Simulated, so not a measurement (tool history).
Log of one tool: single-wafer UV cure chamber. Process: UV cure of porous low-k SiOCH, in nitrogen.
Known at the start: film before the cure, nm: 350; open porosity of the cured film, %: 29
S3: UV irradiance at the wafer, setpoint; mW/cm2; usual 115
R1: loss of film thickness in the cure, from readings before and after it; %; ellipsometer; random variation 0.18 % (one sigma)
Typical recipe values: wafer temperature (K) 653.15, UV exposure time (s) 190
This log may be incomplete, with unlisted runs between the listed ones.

run 1 hour=0 | wafer_temperature_(K)=653.15 UV_exposure_time_(s)=120 S3=115 | R1=11.416
-- hour=24.4 quartz window cleaned
run 2 hour=60.7 | wafer_temperature_(K)=653.15 UV_exposure_time_(s)=120 S3=115 | R1=11.315
run 3 hour=92.9 | wafer_temperature_(K)=653.15 UV_exposure_time_(s)=120 S3=115 | R1=11.376
run 4 hour=129.7 | wafer_temperature_(K)=662.15 UV_exposure_time_(s)=190 S3=115 | R1=13.607
run 5 hour=160.2 | wafer_temperature_(K)=653.15 UV_exposure_time_(s)=190 S3=115 | R1=13.886
run 6 hour=214.7 | wafer_temperature_(K)=653.15 UV_exposure_time_(s)=190 S3=115 | R1=13.693
run 7 hour=256.4 | wafer_temperature_(K)=653.15 UV_exposure_time_(s)=190 S3=115 | R1=13.458
run 8 hour=288.7 | wafer_temperature_(K)=653.15 UV_exposure_time_(s)=190 S3=115 | R1=13.526
-- hour=328.4 quartz window cleaned
run 9 hour=336.7 | wafer_temperature_(K)=653.15 UV_exposure_time_(s)=190 S3=115 | R1=13.425
run 10 hour=379.7 | wafer_temperature_(K)=653.15 UV_exposure_time_(s)=190 S3=115 | R1=13.535
run 11 hour=421.8 | wafer_temperature_(K)=653.15 UV_exposure_time_(s)=190 S3=115 | R1=13.494
run 12 hour=483.4 | wafer_temperature_(K)=653.15 UV_exposure_time_(s)=190 S3=115 | R1=13.311
run 13 hour=548.5 | wafer_temperature_(K)=653.15 UV_exposure_time_(s)=190 S3=115 | R1=13.221
run 14 hour=592.8 | wafer_temperature_(K)=653.15 UV_exposure_time_(s)=190 S3=115 | R1=13.591
-- hour=606 quartz window cleaned
run 15 hour=626.5 | wafer_temperature_(K)=653.15 UV_exposure_time_(s)=190 S3=115 | R1=13.421
run 16 hour=686.4 | wafer_temperature_(K)=653.15 UV_exposure_time_(s)=190 S3=115 | R1=13.136
run 17 hour=715.3 | wafer_temperature_(K)=653.15 UV_exposure_time_(s)=190 S3=115 | R1=13.17
-- hour=728.7 UV bulbs replaced
run 18 hour=757.1 | wafer_temperature_(K)=653.15 UV_exposure_time_(s)=190 S3=115 | R1=11.929
run 19 hour=820.9 | wafer_temperature_(K)=653.15 UV_exposure_time_(s)=190 S3=115 | R1=11.711
run 20 hour=851.3 | wafer_temperature_(K)=647.15 UV_exposure_time_(s)=225 S3=96 | R1=11.628
-- hour=908.8 quartz window cleaned
run 21 hour=910.6 | wafer_temperature_(K)=666.15 UV_exposure_time_(s)=110 S3=140 | R1=10.391
-- hour=934.9 UV bulbs replaced, repeated, since the last time left the tool worse
run 22 hour=942.2 | wafer_temperature_(K)=653.15 UV_exposure_time_(s)=110 S3=115 | R1=11.26
run 23 hour=1009.5 | wafer_temperature_(K)=672.15 UV_exposure_time_(s)=235 S3=153 | R1=17.468
run 24 hour=1044.3 | wafer_temperature_(K)=653.15 UV_exposure_time_(s)=190 S3=115 | R1=14.015
run 25 hour=1088.1 | wafer_temperature_(K)=672.15 UV_exposure_time_(s)=190 S3=147 | R1=15.988
run 26 hour=1156 | wafer_temperature_(K)=647.15 UV_exposure_time_(s)=305 S3=115 | R1=16.734
-- hour=1185 quartz window cleaned
run 27 hour=1198.5 | wafer_temperature_(K)=637.15 UV_exposure_time_(s)=255 S3=126 | R1=16.264
run 28 hour=1240.9 | wafer_temperature_(K)=653.15 UV_exposure_time_(s)=135 S3=115 | R1=12.377
run 29 hour=1308.8 | wafer_temperature_(K)=653.15 UV_exposure_time_(s)=190 S3=115 | R1=14.331
run 30 hour=1336.8 | wafer_temperature_(K)=635.15 UV_exposure_time_(s)=285 S3=155 | R1=17.757
run 31 hour=1380 | wafer_temperature_(K)=635.15 UV_exposure_time_(s)=190 S3=88 | R1=12.263
run 32 hour=1450.3 | wafer_temperature_(K)=653.15 UV_exposure_time_(s)=190 S3=115 | R1=14.365
run 33 hour=1504.4 | wafer_temperature_(K)=653.15 UV_exposure_time_(s)=100 S3=96 | R1=9.834
-- hour=1540.9 quartz window cleaned
run 34 hour=1600.9 | wafer_temperature_(K)=653.15 UV_exposure_time_(s)=120 S3=115 | R1=11.78

Subtracting, for every run, the result it would have given without the tool's unlogged condition from the measured result gives the following. The same run-to-run variation enters both numbers; the gauge's scatter may not:
Hidden state present: lamp output below its setpoint, %; transmission lost against a clean window, %.
run=1 R1=-0.59
run=2 R1=-0.634
run=3 R1=-0.665
run=4 R1=-0.702
run=5 R1=-0.752
run=6 R1=-0.795
run=7 R1=-0.824
run=8 R1=-0.862
run=9 R1=-0.907
run=10 R1=-0.963
run=11 R1=-1.01
run=12 R1=-1.071
run=13 R1=-1.148
run=14 R1=-1.242
run=15 R1=-1.274
run=16 R1=-1.335
run=17 R1=-1.382
run=18 R1=-2.602
run=19 R1=-2.558
run=20 R1=-2.579
run=21 R1=-2.572
run=22 R1=-0.2
run=23 R1=-0.221
run=24 R1=-0.21
run=25 R1=-0.222
run=26 R1=-0.233
run=27 R1=-0.24
run=28 R1=-0.231
run=29 R1=-0.252
run=30 R1=-0.269
run=31 R1=-0.258
run=32 R1=-0.29
run=33 R1=-0.287
run=34 R1=-0.329
